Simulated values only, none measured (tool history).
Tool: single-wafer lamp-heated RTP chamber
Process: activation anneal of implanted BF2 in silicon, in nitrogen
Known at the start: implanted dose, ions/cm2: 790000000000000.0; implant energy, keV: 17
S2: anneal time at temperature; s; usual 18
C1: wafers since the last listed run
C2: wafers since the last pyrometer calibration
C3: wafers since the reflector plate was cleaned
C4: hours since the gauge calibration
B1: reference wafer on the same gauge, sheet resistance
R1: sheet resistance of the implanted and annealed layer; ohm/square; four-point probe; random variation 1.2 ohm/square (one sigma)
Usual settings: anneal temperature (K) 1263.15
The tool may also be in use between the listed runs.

Run 1, hour 0.0: usual settings; C1 0; C2 691; C3 5696; C4 718.8; B1 263.05. Result: R1 250.88 ohm/square.
Run 2, hour 50.4: usual settings but anneal temperature (K) 1252.15; C1 567; C2 1258; C3 6263; C4 769.2; B1 263.02. Result: R1 269.62 ohm/square.
Run 3, hour 87.9: usual settings but anneal temperature (K) 1252.15; C1 422; C2 1680; C3 6686; C4 806.7; B1 262.44. Result: R1 267.63 ohm/square.
Run 4, hour 154.5: usual settings but anneal temperature (K) 1246.15; C1 749; C2 2429; C3 7435; C4 873.3; B1 261.16. Result: R1 279.44 ohm/square.
Run 5, hour 206.5: usual settings but anneal temperature (K) 1246.15; C1 585; C2 3015; C3 8020; C4 925.3; B1 260.29. Result: R1 278.40 ohm/square.
Run 6, hour 236.7: usual settings but anneal temperature (K) 1246.15; C1 339; C2 3355; C3 8360; C4 955.5; B1 260.28. Result: R1 275.77 ohm/square.
Run 7, hour 299.0: usual settings but S2 22 s; C1 701; C2 4056; C3 9062; C4 1017.8; B1 259.69. Result: R1 240.42 ohm/square.
Run 8, hour 348.2: usual settings but S2 22 s; C1 553; C2 4610; C3 9615; C4 1067.0; B1 258.09. Result: R1 241.64 ohm/square.
Run 9, hour 408.2: usual settings but anneal temperature (K) 1250.15; C1 675; C2 5285; C3 10291; C4 1127.0; B1 257.32. Result: R1 267.07 ohm/square.
At hour 446.1: pyrometer window cleaned and pyrometer calibrated.
Run 10, hour 472.6: usual settings but anneal temperature (K) 1269.15; C1 634; C2 298; C3 10925; C4 1191.4; B1 256.15. Result: R1 235.64 ohm/square.
Run 11, hour 499.9: usual settings but anneal temperature (K) 1242.15, S2 14 s; C1 307; C2 605; C3 11233; C4 1218.7; B1 255.66. Result: R1 288.32 ohm/square.
Run 12, hour 542.1: usual settings but anneal temperature (K) 1242.15, S2 14 s; C1 474; C2 1080; C3 11708; C4 1260.9; B1 254.88. Result: R1 288.49 ohm/square.
Run 13, hour 610.9: usual settings but anneal temperature (K) 1245.15; C1 774; C2 1854; C3 12482; C4 1329.7; B1 254.01. Result: R1 273.26 ohm/square.
At hour 629.5: gauge calibrated.
Run 14, hour 642.0: usual settings; C1 350; C2 2204; C3 12832; C4 12.5; B1 266.90. Result: R1 255.00 ohm/square.
Run 15, hour 697.7: usual settings; C1 626; C2 2831; C3 13459; C4 68.2; B1 266.73. Result: R1 253.06 ohm/square.
Run 16, hour 731.8: usual settings but S2 16 s; C1 383; C2 3215; C3 13843; C4 102.3; B1 267.47. Result: R1 258.16 ohm/square.
At hour 771.4: reflector plate cleaned.
Run 17, hour 771.9: usual settings but anneal temperature (K) 1245.15, S2 25 s; C1 361; C2 3576; C3 5; C4 142.4; B1 267.17. Result: R1 274.88 ohm/square.
Run 18, hour 790.2: usual settings but anneal temperature (K) 1280.15, S2 28 s; C1 205; C2 3782; C3 211; C4 160.7; B1 266.96. Result: R1 216.98 ohm/square.
Run 19, hour 826.1: usual settings but S2 9 s; C1 404; C2 4186; C3 615; C4 196.6; B1 266.66. Result: R1 272.52 ohm/square.
At hour 841.0: pyrometer window cleaned and pyrometer calibrated.
Run 20, hour 866.5: usual settings but anneal temperature (K) 1243.15; C1 364; C2 286; C3 980; C4 237.0; B1 267.28. Result: R1 289.30 ohm/square.
Run 21, hour 908.9: usual settings; C1 477; C2 763; C3 1457; C4 279.4; B1 265.81. Result: R1 253.27 ohm/square.
Run 22, hour 948.3: usual settings but anneal temperature (K) 1248.15, S2 11 s; C1 443; C2 1207; C3 1901; C4 318.8; B1 265.86. Result: R1 293.02 ohm/square.
Run 23, hour 1016.7: usual settings; C1 769; C2 1977; C3 2670; C4 387.2; B1 265.46. Result: R1 253.20 ohm/square.
Run 24, hour 1056.2: usual settings but anneal temperature (K) 1281.15, S2 21 s; C1 444; C2 2421; C3 3115; C4 426.7; B1 265.20. Result: R1 223.00 ohm/square.
Run 25, hour 1097.4: usual settings but anneal temperature (K) 1279.15, S2 22 s; C1 463; C2 2885; C3 3579; C4 467.9; B1 265.96. Result: R1 225.36 ohm/square.
Run 26, hour 1143.4: usual settings but anneal temperature (K) 1242.15; C1 517; C2 3403; C3 4096; C4 513.9; B1 264.95. Result: R1 288.65 ohm/square.
Run 27, hour 1178.9: usual settings but anneal temperature (K) 1285.15, S2 26 s; C1 399; C2 3802; C3 4496; C4 549.4; B1 264.46. Result: R1 213.57 ohm/square.
Run 28, hour 1246.1: usual settings; C1 756; C2 4559; C3 5252; C4 616.6; B1 264.15. Result: R1 251.27 ohm/square.
At hour 1296.3: pyrometer window cleaned and pyrometer calibrated.
Run 29, hour 1314.0: usual settings but anneal temperature (K) 1276.15, S2 14 s; C1 674; C2 199; C3 5927; C4 684.5; B1 263.63. Result: R1 240.86 ohm/square.
Run 30, hour 1347.8: usual settings; C1 380; C2 579; C3 6307; C4 718.3; B1 262.85. Result: R1 253.10 ohm/square.
Run 31, hour 1406.2: usual settings but anneal temperature (K) 1254.15, S2 11 s; C1 657; C2 1236; C3 6964; C4 776.7; B1 262.13. Result: R1 277.55 ohm/square.
Run 32, hour 1467.8: usual settings; C1 693; C2 1930; C3 7658; C4 838.3; B1 261.60. Result: R1 250.74 ohm/square.
Run 33, hour 1505.0: usual settings but anneal temperature (K) 1244.15, S2 12 s; C1 418; C2 2348; C3 8076; C4 875.5; B1 260.72. Result: R1 293.97 ohm/square.
Run 34, hour 1567.5: usual settings but anneal temperature (K) 1240.15, S2 8 s; C1 703; C2 3052; C3 8780; C4 938.0; B1 260.21. Result: R1 311.96 ohm/square.
Run 35, hour 1601.3: usual settings; C1 380; C2 3432; C3 9160; C4 971.8; B1 259.31. Result: R1 246.84 ohm/square.
Run 36, hour 1665.2: usual settings but anneal temperature (K) 1240.15, S2 21 s; C1 719; C2 4151; C3 9880; C4 1035.7; B1 258.43. Result: R1 282.43 ohm/square.
At hour 1707.7: pyrometer window cleaned and pyrometer calibrated.
Run 37, hour 1715.0: usual settings; C1 470; C2 82; C3 10350; C4 1085.5; B1 257.42. Result: R1 245.92 ohm/square.

3 ways to go on from here, each from the tool as it stands after run 37. What would each give?
Run A, hour 1715.4: usual settings; C1 4; C2 86; C3 10354; C4 1085.9; B1 ?. Result: R1 ?.
Run B, hour 1715.4: usual settings but anneal temperature (K) 1244.15, S2 13 s; C1 4; C2 86; C3 10354; C4 1085.9; B1 ?. Result: R1 ?.
Run C, hour 1715.4: usual settings but anneal temperature (K) 1282.15; C1 4; C2 86; C3 10354; C4 1085.9; B1 ?. Result: R1 ?.

run      B1      R1
  A  258.03  245.62
  B  258.03  288.50
  C  258.03  220.44
Without the tool's hidden state the same runs would have given:
run      R1
  A  255.38
  B  299.96
  C  229.20
